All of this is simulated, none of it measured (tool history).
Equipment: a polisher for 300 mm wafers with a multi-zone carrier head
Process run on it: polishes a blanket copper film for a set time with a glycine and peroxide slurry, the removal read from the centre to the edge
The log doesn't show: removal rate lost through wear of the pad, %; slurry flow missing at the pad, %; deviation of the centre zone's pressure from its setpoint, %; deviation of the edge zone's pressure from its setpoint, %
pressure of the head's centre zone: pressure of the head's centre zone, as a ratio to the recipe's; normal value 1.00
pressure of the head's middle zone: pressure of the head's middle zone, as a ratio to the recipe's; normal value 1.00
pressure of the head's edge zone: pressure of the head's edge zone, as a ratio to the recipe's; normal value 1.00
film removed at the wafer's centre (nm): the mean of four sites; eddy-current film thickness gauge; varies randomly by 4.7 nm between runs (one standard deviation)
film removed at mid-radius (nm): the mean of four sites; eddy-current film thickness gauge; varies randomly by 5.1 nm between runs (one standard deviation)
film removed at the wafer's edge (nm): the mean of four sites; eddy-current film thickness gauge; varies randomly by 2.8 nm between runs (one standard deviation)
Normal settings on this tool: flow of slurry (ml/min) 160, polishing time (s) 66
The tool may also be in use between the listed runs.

| run | day | flow of slurry (ml/min) | pressure of the head's centre zone | pressure of the head's middle zone | pressure of the head's edge zone | polishing time (s) | wafers since the last listed run | wafers polished on this pad | hours since the slurry nozzle was cleaned | hours since the centre zone pressure was calibrated | hours since the edge zone pressure was calibrated | hours since the carrier head's membrane was replaced | incoming thickness of the incoming film, nm | film removed at the wafer's centre (nm) | film removed at mid-radius (nm) | film removed at the wafer's edge (nm) |
|---|---|---|---|---|---|---|---|---|---|---|---|---|---|---|---|---|
| 1 | 0.000 | 160 | 1.00 | 1.00 | 1.00 | 66 | 0 | 1881 | 315.4 | 552.7 | 114.6 | 16.8 | 2304.7 | 368.6 | 347.5 | 351.4 |
|  | 0.554 | worn pad replaced by a new one |
| 2 | 1.400 | 160 | 1.00 | 1.00 | 1.00 | 66 | 381 | 262 | 349.0 | 586.3 | 148.2 | 50.4 | 2251.6 | 372.4 | 346.1 | 350.5 |
|  | 7.475 | worn pad replaced by a new one |
| 3 | 9.242 | 160 | 1.00 | 1.00 | 1.00 | 66 | 2373 | 546 | 537.2 | 774.5 | 336.4 | 238.6 | 2313.6 | 382.0 | 341.8 | 348.1 |
| 4 | 11.329 | 160 | 0.96 | 1.00 | 1.00 | 66 | 645 | 1192 | 587.3 | 824.6 | 386.5 | 288.7 | 2274.9 | 360.0 | 337.2 | 350.5 |
|  | 14.433 | worn pad replaced by a new one |
| 5 | 14.454 | 160 | 0.96 | 1.00 | 1.00 | 66 | 914 | 6 | 662.3 | 899.6 | 461.5 | 363.7 | 2263.6 | 354.3 | 336.7 | 346.5 |
|  | 15.500 | centre zone pressure recalibrated |
| 6 | 17.042 | 160 | 1.00 | 1.00 | 1.00 | 66 | 774 | 780 | 724.4 | 37.0 | 523.6 | 425.8 | 2263.6 | 319.6 | 334.3 | 344.9 |
|  | 17.129 | slurry nozzle cleaned |
|  | 17.404 | edge zone pressure recalibrated |
| 7 | 18.296 | 160 | 1.00 | 1.00 | 1.00 | 66 | 349 | 1129 | 28.0 | 67.1 | 21.4 | 455.9 | 2313.3 | 360.5 | 352.4 | 363.5 |
| 8 | 19.704 | 160 | 1.00 | 1.00 | 1.00 | 66 | 435 | 1565 | 61.8 | 100.9 | 55.2 | 489.7 | 2246.4 | 350.1 | 362.3 | 363.7 |
|  | 21.658 | worn pad replaced by a new one |
|  | 24.475 | carrier head's membrane replaced by a new one |
| 9 | 28.504 | 160 | 1.06 | 1.00 | 1.00 | 66 | 2605 | 2052 | 273.0 | 312.1 | 266.4 | 96.7 | 2314.6 | 382.1 | 352.1 | 356.1 |
|  | 29.546 | worn pad replaced by a new one |
| 10 | 30.875 | 180 | 1.00 | 0.88 | 1.06 | 75 | 681 | 410 | 329.9 | 369.0 | 323.3 | 153.6 | 2282.0 | 426.1 | 370.8 | 419.4 |
| 11 | 31.992 | 115 | 1.09 | 1.06 | 1.00 | 66 | 345 | 756 | 356.7 | 395.8 | 350.1 | 180.4 | 2290.4 | 346.1 | 323.1 | 331.5 |
| 12 | 34.346 | 160 | 1.00 | 1.00 | 1.00 | 58 | 728 | 1484 | 413.2 | 452.3 | 406.6 | 236.9 | 2256.8 | 323.6 | 295.4 | 308.8 |
| 13 | 36.283 | 125 | 1.00 | 1.00 | 1.00 | 66 | 599 | 2083 | 459.7 | 498.8 | 453.1 | 283.4 | 2308.0 | 335.4 | 316.9 | 336.4 |
|  | 37.188 | worn pad replaced by a new one |
| 14 | 37.925 | 160 | 1.11 | 0.97 | 1.00 | 66 | 456 | 228 | 499.1 | 538.2 | 492.5 | 322.8 | 2268.4 | 403.4 | 338.3 | 355.9 |

Branching from run 14: 3 alternative next runs. What would each branch give?
| A | 37.942 | 160 | 1.00 | 1.00 | 1.05 | 66 | 5 | 233 | 499.5 | 538.6 | 492.9 | 323.2 | 2263.1 | ? | ? | ? |
| B | 37.942 | 160 | 1.00 | 1.03 | 0.94 | 66 | 5 | 233 | 499.5 | 538.6 | 492.9 | 323.2 | 2263.1 | ? | ? | ? |
| C | 37.942 | 180 | 1.00 | 1.00 | 1.00 | 66 | 5 | 233 | 499.5 | 538.6 | 492.9 | 323.2 | 2263.1 | ? | ? | ? |

| run | film removed at the wafer's centre (nm) | film removed at mid-radius (nm) | film removed at the wafer's edge (nm) |
|---|---|---|---|
| A | 358.8 | 343.6 | 356.6 |
| B | 358.9 | 352.4 | 337.9 |
| C | 370.0 | 353.1 | 354.9 |
The same runs, with their run-to-run variation unchanged, on a tool lacking any hidden condition would have given:
| run | film removed at the wafer's centre (nm) | film removed at mid-radius (nm) | film removed at the wafer's edge (nm) |
|---|---|---|---|
| A | 355.0 | 359.7 | 368.3 |
| B | 355.1 | 368.8 | 349.1 |
| C | 363.8 | 367.6 | 365.4 |
